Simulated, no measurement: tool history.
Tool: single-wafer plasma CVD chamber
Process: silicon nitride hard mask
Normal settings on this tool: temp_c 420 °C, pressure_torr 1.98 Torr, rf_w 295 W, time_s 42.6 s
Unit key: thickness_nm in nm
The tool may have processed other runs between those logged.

run,hour,temp_c,pressure_torr,rf_w,time_s,wafers since the last listed run,hours since the last thermocouple change,hours since the last RF generator calibration,hours since the last manometer calibration,hours since the showerhead was replaced,hours since the gauge calibration,"read-back reference wafer on the same gauge, thickness_nm",thickness_nm
1,0,420,1.98,330,42.6,0,1844.1,1883.2,2416.6,1941.6,196.7,56.406,56.074
2,53.7,420,1.98,330,42.6,555,1897.8,1936.9,2470.3,1995.3,250.4,56.362,56.942
3,93.5,420,1.98,295,42.6,411,1937.6,1976.7,2510.1,2035.1,290.2,56.407,53.766
4,135.1,420,1.98,295,42.6,430,1979.2,2018.3,2551.7,2076.7,331.8,56.489,53.725
5,173.6,420,1.98,295,42.6,398,2017.7,2056.8,2590.2,2115.2,370.3,56.393,53.841
6,217.5,420,1.98,295,42.6,454,2061.6,2100.7,2634.1,2159.1,414.2,56.428,53.976
7,285.2,420,2.36,295,42.6,700,2129.3,2168.4,2701.8,2226.8,481.9,56.477,55.689
8,329.6,420,2.36,295,42.6,459,2173.7,2212.8,2746.2,2271.2,526.3,56.513,55.458
9,382.8,420,1.98,295,42.6,550,2226.9,2266,2799.4,2324.4,579.5,56.388,52.739
# hour 397.5: capacitance manometer re-zeroed and calibrated
10,417.5,420,2.17,295,42.6,276,2261.6,2300.7,20,2359.1,614.2,56.432,54.407
11,452.1,420,2.17,295,42.6,357,2296.2,2335.3,54.6,2393.7,648.8,56.349,54.109
12,478.7,420,2.17,295,42.6,275,2322.8,2361.9,81.2,2420.3,675.4,56.469,54.023
13,515.9,420,1.98,320,42.6,384,2360,2399.1,118.4,2457.5,712.6,56.287,54.845
14,579.8,420,1.49,240,42.6,661,2423.9,2463,182.3,2521.4,776.5,56.352,45.611
# hour 590.4: RF generator calibrated
# hour 618.4: thermocouple changed; heater temperature recalibrated
15,619.1,407,1.83,295,49.9,241,0.7,28.7,221.6,2560.7,815.8,56.392,64.27
# hour 636.4: gauge calibrated
# hour 657.2: showerhead replaced
16,691,420,1.98,330,42.6,661,72.6,100.6,293.5,33.8,54.6,56.385,57.786
17,716.3,420,1.98,295,42.6,261,97.9,125.9,318.8,59.1,79.9,56.329,55.405
18,783.7,416,1.98,295,45.7,697,165.3,193.3,386.2,126.5,147.3,56.371,59.549
19,852.6,420,1.98,295,42.6,712,234.2,262.2,455.1,195.4,216.2,56.364,55.299
20,878.4,420,1.78,295,42.6,266,260,288,480.9,221.2,242,56.437,54.075
21,938.4,420,1.49,295,42.6,620,320,348,540.9,281.2,302,56.399,51.578
22,984.9,406,2.33,275,42.6,481,366.5,394.5,587.4,327.7,348.5,56.398,55.723
23,1024.4,414,1.65,295,42.6,408,406,434,626.9,367.2,388,56.261,53.202
24,1060.2,435,1.98,270,42.6,370,441.8,469.8,662.7,403,423.8,56.486,52.769
25,1102.3,420,1.66,295,42.6,435,483.9,511.9,704.8,445.1,465.9,56.342,53.084
26,1166.7,424,1.98,250,42.6,666,548.3,576.3,769.2,509.5,530.3,56.479,51.533

3 ways to go on from here, each from the tool as it stands after run 26. What would each give?
A,1167.1,420,1.98,245,42.6,4,548.7,576.7,769.6,509.9,530.7,?,?
B,1167.1,432,1.98,295,42.6,4,548.7,576.7,769.6,509.9,530.7,?,?
C,1167.1,431,1.98,295,39.5,4,548.7,576.7,769.6,509.9,530.7,?,?

run,"read-back reference wafer on the same gauge, thickness_nm",thickness_nm
A,56.401,51.3
B,56.401,55.176
C,56.401,51.193
Had the tool no hidden state, the same runs would have come out as:
run,thickness_nm
A,51.762
B,55.654
C,51.636

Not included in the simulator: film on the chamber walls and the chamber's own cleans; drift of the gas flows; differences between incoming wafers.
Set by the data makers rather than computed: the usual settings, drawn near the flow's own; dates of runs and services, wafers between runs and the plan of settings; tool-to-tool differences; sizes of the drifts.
